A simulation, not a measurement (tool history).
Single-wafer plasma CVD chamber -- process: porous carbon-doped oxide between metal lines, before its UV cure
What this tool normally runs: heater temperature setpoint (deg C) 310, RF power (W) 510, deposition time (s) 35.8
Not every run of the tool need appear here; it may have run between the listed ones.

run     day  heater temperature setpoint (deg C)  RF power (W)  deposition time (s)  read-back reference wafer on the same gauge, thickness_nm  mean film thickness on the monitor wafer (nm)
  1   0.000                                  310           510                 35.8                                                    213.885                                        188.950
  2   2.696                                  310           510                 35.8                                                    213.862                                        189.316
  3   4.704                                  310           510                 35.8                                                    213.913                                        188.698
  4   6.688                                  310           535                 35.8                                                    214.034                                        194.791
  5   8.125                                  310           535                 35.8                                                    214.033                                        195.290
  6  10.354                                  310           510                 35.8                                                    213.962                                        186.912
  7  12.808                                  310           510                 35.8                                                    214.038                                        186.366
  8  13.954                                  310           510                 35.8                                                    214.091                                        186.218
  9  15.900                                  310           510                 30.2                                                    213.783                                        156.672
     16.979  -- RF generator calibrated
 10  17.550                                  310           510                 30.2                                                    214.128                                        161.073
 11  19.738                                  310           510                 35.8                                                    213.932                                        189.657
 12  20.854                                  310           510                 35.8                                                    213.872                                        190.694
     22.312  -- thermocouple changed; heater temperature recalibrated
 13  23.312                                  304           415                 32.8                                                    214.039                                        152.489
 14  25.200                                  304           510                 35.8                                                    214.029                                        200.359
 15  26.479                                  310           510                 40.0                                                    213.766                                        216.598
 16  28.979                                  310           510                 35.8                                                    213.806                                        193.127
 17  31.179                                  310           575                 35.8                                                    213.883                                        212.150
     31.558  -- gauge calibrated
 18  32.629                                  310           510                 35.8                                                    214.011                                        192.005
     33.046  -- showerhead replaced
 19  39.250                                  317           465                 31.9                                                    214.046                                        152.030
 20  40.750                                  324           430                 31.5                                                    214.080                                        134.228
 21  42.942                                  310           510                 35.8                                                    214.312                                        188.280
 22  44.533                                  324           510                 35.8                                                    213.996                                        175.330
 23  45.788                                  301           435                 29.7                                                    214.108                                        140.211
 24  46.983                                  300           415                 35.8                                                    213.939                                        161.065
 25  49.258                                  296           540                 38.3                                                    214.065                                        221.330

Give the tool's hidden conditions for every run:
gauge reads high (%): 0 across all the runs
H1: wafer temperature above the value expected at the setpoint (K)
H2: delivered RF power above the setpoint (%)
run      H1      H2
  1    4.78   -1.14
  2    4.84   -1.47
  3    4.88   -1.75
  4    4.91   -2.06
  5    4.93    -2.3
  6    4.97    -2.7
  7    5.01    -3.2
  8    5.02   -3.44
  9    5.05   -3.88
 10    5.07  -0.554
 11     5.1  -0.582
 12    5.11   -0.61
 13  -0.449  -0.706
 14  -0.117  -0.811
 15  0.0972  -0.898
 16   0.494    -1.1
 17   0.819   -1.32
 18    1.02   -1.49
 19    1.85   -2.45
 20    2.01   -2.71
 21    2.24   -3.13
 22     2.4   -3.45
 23    2.52   -3.72
 24    2.63   -3.99
 25    2.83   -4.53
